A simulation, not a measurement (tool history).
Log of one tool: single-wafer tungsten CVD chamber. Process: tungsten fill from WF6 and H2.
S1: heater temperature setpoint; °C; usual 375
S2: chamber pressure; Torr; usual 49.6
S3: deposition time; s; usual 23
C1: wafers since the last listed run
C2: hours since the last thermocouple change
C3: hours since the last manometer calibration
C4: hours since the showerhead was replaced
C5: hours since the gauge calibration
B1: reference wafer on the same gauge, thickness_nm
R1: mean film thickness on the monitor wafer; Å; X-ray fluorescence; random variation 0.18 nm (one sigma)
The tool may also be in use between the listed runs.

run,hour,S1,S2,S3,C1,C2,C3,C4,C5,B1,R1
1,0,375,52.7,23,0,292.6,1540.9,7382.4,1045.2,47.38,536.4
# hour 17.5: gauge calibrated
2,45.2,375,52.7,23,1130,337.8,1586.1,7427.6,27.7,47.282,537.92
3,78.2,375,49.6,23,825,370.8,1619.1,7460.6,60.7,47.34,524.5
4,104.6,375,49.6,23,660,397.2,1645.5,7487,87.1,47.452,522.74
5,174.4,375,49.6,23,1746,467,1715.3,7556.8,156.9,47.374,520.59
6,203.8,375,49.6,23,735,496.4,1744.7,7586.2,186.3,47.384,521.56
7,310.4,381,49.6,23,2667,603,1851.3,7692.8,292.9,47.411,601.34
8,377.6,381,49.6,23,1681,670.2,1918.5,7760,360.1,47.425,602.35
9,401.7,381,49.6,23,603,694.3,1942.6,7784.1,384.2,47.357,602.37
10,439.9,375,49.6,23,955,732.5,1980.8,7822.3,422.4,47.343,523.08
11,466.3,375,49.6,23,660,758.9,2007.2,7848.7,448.8,47.423,519
12,522.6,364,49.6,23,1408,815.2,2063.5,7905,505.1,47.502,398.08
# hour 559.4: capacitance manometer re-zeroed and calibrated
13,559.9,367,49.6,24.8,733,852.5,0.5,7942.3,542.4,47.383,482.81
14,603.7,367,49.6,24.8,1095,896.3,44.3,7986.1,586.2,47.417,484.67
15,649.6,367,49.6,24.8,1148,942.2,90.2,8032,632.1,47.438,482.34
16,713.1,375,49.6,23,1588,1005.7,153.7,8095.5,695.6,47.336,547.27
17,764.1,382,58.7,24.3,1276,1056.7,204.7,8146.5,746.6,47.371,727.57
# hour 791.4: showerhead replaced
18,888.4,389,49.6,18.5,2910,1181,329,97,870.9,47.392,598.93
19,926.8,375,49.6,23,960,1219.4,367.4,135.4,909.3,47.365,540.83
# hour 955.3: thermocouple changed; heater temperature recalibrated
# hour 1002.7: gauge calibrated
20,1044.1,375,49.6,23,2734,88.8,484.7,252.7,41.4,47.414,527.94
21,1071.5,375,52.7,23,685,116.2,512.1,280.1,68.8,47.417,541.71
22,1138.2,375,46.4,23,1668,182.9,578.8,346.8,135.5,47.424,514.78
23,1206.2,375,44.7,19.7,1701,250.9,646.8,414.8,203.5,47.438,434.37
24,1249.4,380,54.6,25.6,1080,294.1,690,458,246.7,47.431,700.28
25,1309.7,375,54.1,23,1508,354.4,750.3,518.3,307,47.38,560.95
26,1378.5,375,49.6,23,1721,423.2,819.1,587.1,375.8,47.369,535.27
27,1417.8,362,40.8,21.8,983,462.5,858.4,626.4,415.1,47.413,337.97
28,1457.2,375,49.6,23,985,501.9,897.8,665.8,454.5,47.376,535.18
29,1506.1,364,40.6,20.7,1223,550.8,946.7,714.7,503.4,47.423,337.03
30,1561.3,365,39.5,19.4,1381,606,1001.9,769.9,558.6,47.353,321.93
31,1602,384,49.6,25.9,1018,646.7,1042.6,810.6,599.3,47.307,746.3
32,1771,381,49.6,23,4228,815.7,1211.6,979.6,768.3,47.376,617.75

The tool's hidden state at each run:
gauge reads high (%): 0 in every run
H1: wafer temperature above the value expected at the setpoint (K)
H2: true pressure above the setpoint (%)
run,H1,H2
1,0.795,-3.91
2,0.867,-4.11
3,0.916,-4.26
4,0.952,-4.39
5,1.04,-4.72
6,1.07,-4.86
7,1.17,-5.41
8,1.22,-5.77
9,1.23,-5.9
10,1.26,-6.12
11,1.27,-6.27
12,1.3,-6.59
13,1.32,1.53
14,1.34,1.53
15,1.36,1.52
16,1.38,1.5
17,1.39,1.47
18,1.42,1.38
19,1.43,1.34
20,0.401,1.2
21,0.474,1.16
22,0.632,1.05
23,0.769,0.935
24,0.846,0.853
25,0.941,0.729
26,1.03,0.576
27,1.08,0.482
28,1.12,0.383
29,1.17,0.255
30,1.22,0.102
31,1.25,-0.0169
32,1.35,-0.559

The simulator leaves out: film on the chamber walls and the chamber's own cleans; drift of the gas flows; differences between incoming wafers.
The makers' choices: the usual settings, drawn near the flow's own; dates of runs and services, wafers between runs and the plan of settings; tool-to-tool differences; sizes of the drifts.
